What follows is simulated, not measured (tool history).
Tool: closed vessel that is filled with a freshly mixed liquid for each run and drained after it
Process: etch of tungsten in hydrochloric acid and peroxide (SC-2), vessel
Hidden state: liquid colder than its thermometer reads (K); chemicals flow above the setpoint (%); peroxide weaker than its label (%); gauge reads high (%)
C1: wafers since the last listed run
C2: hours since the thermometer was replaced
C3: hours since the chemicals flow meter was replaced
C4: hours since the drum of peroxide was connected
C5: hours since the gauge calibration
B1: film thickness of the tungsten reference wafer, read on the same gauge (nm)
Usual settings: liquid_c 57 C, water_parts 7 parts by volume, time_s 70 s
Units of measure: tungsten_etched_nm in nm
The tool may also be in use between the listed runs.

{"run": 1, "hour": 0.0, "liquid_c": 62.5, "water_parts": 7, "time_s": 70, "C1": 0, "C2": 317.6, "C3": 928.2, "C4": 86.6, "C5": 321.1, "B1": 31, "tungsten_etched_nm": 25.06}
{"run": 2, "hour": 131.4, "liquid_c": 62.5, "water_parts": 7, "time_s": 70, "C1": 16032, "C2": 449, "C3": 1059.6, "C4": 218, "C5": 452.5, "B1": 31.19, "tungsten_etched_nm": 25.32}
{"hour": 198.8, "done": "thermometer replaced"}
{"run": 3, "hour": 233.0, "liquid_c": 62.5, "water_parts": 7, "time_s": 70, "C1": 12274, "C2": 34.2, "C3": 1161.2, "C4": 319.6, "C5": 554.1, "B1": 31.32, "tungsten_etched_nm": 25.46}
{"run": 4, "hour": 300.0, "liquid_c": 57, "water_parts": 7, "time_s": 70, "C1": 8174, "C2": 101.2, "C3": 1228.2, "C4": 386.6, "C5": 621.1, "B1": 31.4, "tungsten_etched_nm": 17.84}
{"run": 5, "hour": 341.0, "liquid_c": 57, "water_parts": 7, "time_s": 70, "C1": 5002, "C2": 142.2, "C3": 1269.2, "C4": 427.6, "C5": 662.1, "B1": 31.45, "tungsten_etched_nm": 17.86}
{"run": 6, "hour": 416.3, "liquid_c": 57, "water_parts": 7, "time_s": 70, "C1": 9187, "C2": 217.5, "C3": 1344.5, "C4": 502.9, "C5": 737.4, "B1": 31.48, "tungsten_etched_nm": 18}
{"run": 7, "hour": 509.9, "liquid_c": 57, "water_parts": 7, "time_s": 70, "C1": 11420, "C2": 311.1, "C3": 1438.1, "C4": 596.5, "C5": 831, "B1": 31.59, "tungsten_etched_nm": 17.92}
{"hour": 555.3, "done": "new drum of peroxide connected"}
{"hour": 707.4, "done": "thermometer replaced"}
{"run": 8, "hour": 731.5, "liquid_c": 62, "water_parts": 7, "time_s": 70, "C1": 26793, "C2": 24.1, "C3": 1659.7, "C4": 176.2, "C5": 1052.6, "B1": 31.71, "tungsten_etched_nm": 24.9}
{"run": 9, "hour": 803.7, "liquid_c": 57, "water_parts": 7, "time_s": 40, "C1": 8809, "C2": 96.3, "C3": 1731.9, "C4": 248.4, "C5": 1124.8, "B1": 31.69, "tungsten_etched_nm": 10.29}
{"run": 10, "hour": 858.4, "liquid_c": 57, "water_parts": 7, "time_s": 40, "C1": 6673, "C2": 151, "C3": 1786.6, "C4": 303.1, "C5": 1179.5, "B1": 31.78, "tungsten_etched_nm": 10.43}
{"run": 11, "hour": 917.3, "liquid_c": 57, "water_parts": 5.5, "time_s": 70, "C1": 7186, "C2": 209.9, "C3": 1845.5, "C4": 362, "C5": 1238.4, "B1": 31.78, "tungsten_etched_nm": 21.67}
{"run": 12, "hour": 961.6, "liquid_c": 57, "water_parts": 9, "time_s": 70, "C1": 5405, "C2": 254.2, "C3": 1889.8, "C4": 406.3, "C5": 1282.7, "B1": 31.77, "tungsten_etched_nm": 14.95}
{"run": 13, "hour": 1008.1, "liquid_c": 57, "water_parts": 7, "time_s": 70, "C1": 5673, "C2": 300.7, "C3": 1936.3, "C4": 452.8, "C5": 1329.2, "B1": 31.83, "tungsten_etched_nm": 18.21}
{"run": 14, "hour": 1065.0, "liquid_c": 57, "water_parts": 7, "time_s": 105, "C1": 6942, "C2": 357.6, "C3": 1993.2, "C4": 509.7, "C5": 1386.1, "B1": 31.8, "tungsten_etched_nm": 27.45}
{"hour": 1125.5, "done": "chemicals flow meter replaced"}
{"hour": 1163.3, "done": "thermometer replaced"}
{"run": 15, "hour": 1169.1, "liquid_c": 62, "water_parts": 6, "time_s": 55, "C1": 12457, "C2": 5.8, "C3": 43.6, "C4": 613.8, "C5": 1490.2, "B1": 31.83, "tungsten_etched_nm": 21.85}
{"hour": 1178.9, "done": "new drum of peroxide connected"}
{"run": 16, "hour": 1247.3, "liquid_c": 57, "water_parts": 7, "time_s": 70, "C1": 9419, "C2": 84, "C3": 121.8, "C4": 68.4, "C5": 1568.4, "B1": 31.88, "tungsten_etched_nm": 18.2}
{"run": 17, "hour": 1301.0, "liquid_c": 60, "water_parts": 6, "time_s": 70, "C1": 6551, "C2": 137.7, "C3": 175.5, "C4": 122.1, "C5": 1622.1, "B1": 31.85, "tungsten_etched_nm": 24.76}
{"run": 18, "hour": 1407.6, "liquid_c": 57, "water_parts": 5, "time_s": 70, "C1": 13006, "C2": 244.3, "C3": 282.1, "C4": 228.7, "C5": 1728.7, "B1": 31.87, "tungsten_etched_nm": 23.32}
{"hour": 1446.8, "done": "gauge calibrated"}
{"run": 19, "hour": 1510.7, "liquid_c": 57, "water_parts": 7, "time_s": 70, "C1": 12579, "C2": 347.4, "C3": 385.2, "C4": 331.8, "C5": 63.9, "B1": 29.96, "tungsten_etched_nm": 17.09}
{"run": 20, "hour": 1556.6, "liquid_c": 52, "water_parts": 9, "time_s": 100, "C1": 5600, "C2": 393.3, "C3": 431.1, "C4": 377.7, "C5": 109.8, "B1": 30.11, "tungsten_etched_nm": 14.64}
{"run": 21, "hour": 1662.4, "liquid_c": 57, "water_parts": 7, "time_s": 100, "C1": 12908, "C2": 499.1, "C3": 536.9, "C4": 483.5, "C5": 215.6, "B1": 30.35, "tungsten_etched_nm": 24.64}
{"hour": 1736.7, "done": "new drum of peroxide connected"}
{"hour": 1745.3, "done": "thermometer replaced"}
{"run": 22, "hour": 1766.4, "liquid_c": 48.5, "water_parts": 5.5, "time_s": 70, "C1": 12444, "C2": 21.1, "C3": 640.9, "C4": 29.7, "C5": 319.6, "B1": 30.54, "tungsten_etched_nm": 12.03}
{"run": 23, "hour": 1804.9, "liquid_c": 52.5, "water_parts": 4, "time_s": 40, "C1": 4697, "C2": 59.6, "C3": 679.4, "C4": 68.2, "C5": 358.1, "B1": 30.61, "tungsten_etched_nm": 11.25}
{"run": 24, "hour": 1875.6, "liquid_c": 65.5, "water_parts": 7, "time_s": 70, "C1": 8626, "C2": 130.3, "C3": 750.1, "C4": 138.9, "C5": 428.8, "B1": 30.73, "tungsten_etched_nm": 29.73}

State the hidden condition of the tool at each of the runs:
liquid colder than its thermometer reads (K): 0 across all the runs
chemicals flow above the setpoint (%): 0 across all the runs
peroxide weaker than its label (%): 0 across all the runs
H1: gauge reads high (%)
run=1 H1=3.32
run=2 H1=4
run=3 H1=4.42
run=4 H1=4.66
run=5 H1=4.79
run=6 H1=5.01
run=7 H1=5.25
run=8 H1=5.67
run=9 H1=5.77
run=10 H1=5.84
run=11 H1=5.91
run=12 H1=5.96
run=13 H1=6
run=14 H1=6.06
run=15 H1=6.14
run=16 H1=6.19
run=17 H1=6.22
run=18 H1=6.27
run=19 H1=-0.0178
run=20 H1=0.387
run=21 H1=1.2
run=22 H1=1.86
run=23 H1=2.08
run=24 H1=2.44
